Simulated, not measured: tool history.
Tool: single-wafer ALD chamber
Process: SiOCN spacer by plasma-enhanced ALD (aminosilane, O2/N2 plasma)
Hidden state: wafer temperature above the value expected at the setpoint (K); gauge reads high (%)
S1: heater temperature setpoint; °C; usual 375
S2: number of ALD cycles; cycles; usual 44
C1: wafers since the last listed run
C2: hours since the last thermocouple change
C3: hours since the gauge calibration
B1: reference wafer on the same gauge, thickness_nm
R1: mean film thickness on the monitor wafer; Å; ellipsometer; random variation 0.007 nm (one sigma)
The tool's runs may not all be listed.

run	day	S1	S2	C1	C2	C3	B1	R1
1	0.000	386	44	0	1177.4	793.9	3.271	27.17
2	2.658	375	44	374	1241.2	857.7	3.268	27.23
3	5.154	375	44	351	1301.1	917.6	3.266	27.32
4	6.792	375	44	230	1340.4	956.9	3.266	27.32
# day 6.854: gauge calibrated
5	14.500	375	44	1085	1525.4	183.5	3.322	27.59
6	17.042	375	44	358	1586.4	244.5	3.312	27.62
7	20.612	375	44	503	1672.1	330.2	3.302	27.47
8	22.408	375	44	252	1715.2	373.3	3.298	27.46
9	24.058	375	44	232	1754.8	412.9	3.294	27.41
10	26.838	375	44	391	1821.5	479.6	3.288	27.51
11	28.912	375	44	292	1871.3	529.4	3.286	27.47
12	30.029	375	44	157	1898.1	556.2	3.283	27.44
13	32.679	375	44	373	1961.7	619.8	3.282	27.38
14	33.967	375	44	181	1992.6	650.7	3.279	27.27
15	36.892	375	38	412	2062.8	720.9	3.276	23.61
16	38.583	360	36	238	2103.4	761.5	3.276	22.27
17	40.792	375	37	311	2156.4	814.5	3.274	23.00
# day 42.483: thermocouple changed; heater temperature recalibrated
18	43.517	363	44	336	24.8	879.9	3.273	27.19
19	45.996	363	52	349	84.3	939.4	3.271	32.24
20	48.438	375	41	343	142.9	998.0	3.269	25.31
# day 48.775: gauge calibrated
21	49.454	375	44	143	167.3	16.3	3.352	27.92
22	51.938	365	48	349	226.9	75.9	3.337	30.28
23	53.100	384	47	163	254.8	103.8	3.331	29.66
24	54.433	375	44	187	286.8	135.8	3.326	27.68
25	56.962	381	52	356	347.5	196.5	3.314	32.56
26	59.788	375	44	397	415.3	264.3	3.303	27.56
27	61.004	384	51	171	444.5	293.5	3.299	31.86
28	63.171	375	44	305	496.5	345.5	3.295	27.40
29	64.446	388	42	179	527.1	376.1	3.291	26.08
30	66.758	375	44	325	582.6	431.6	3.287	27.34
31	68.692	367	44	272	629.0	478.0	3.281	27.38

The same runs without the tool's hidden state, with the same run-to-run variation:
run	R1
1	28.00
2	28.09
3	28.19
4	28.19
5	27.99
6	28.10
7	28.03
8	28.07
9	28.04
10	28.19
11	28.17
12	28.16
13	28.13
14	28.03
15	24.28
16	22.91
17	23.68
18	28.01
19	33.22
20	26.09
21	28.08
22	30.58
23	30.01
24	28.06
25	33.12
26	28.11
27	32.54
28	28.03
29	26.71
30	28.04
31	28.11
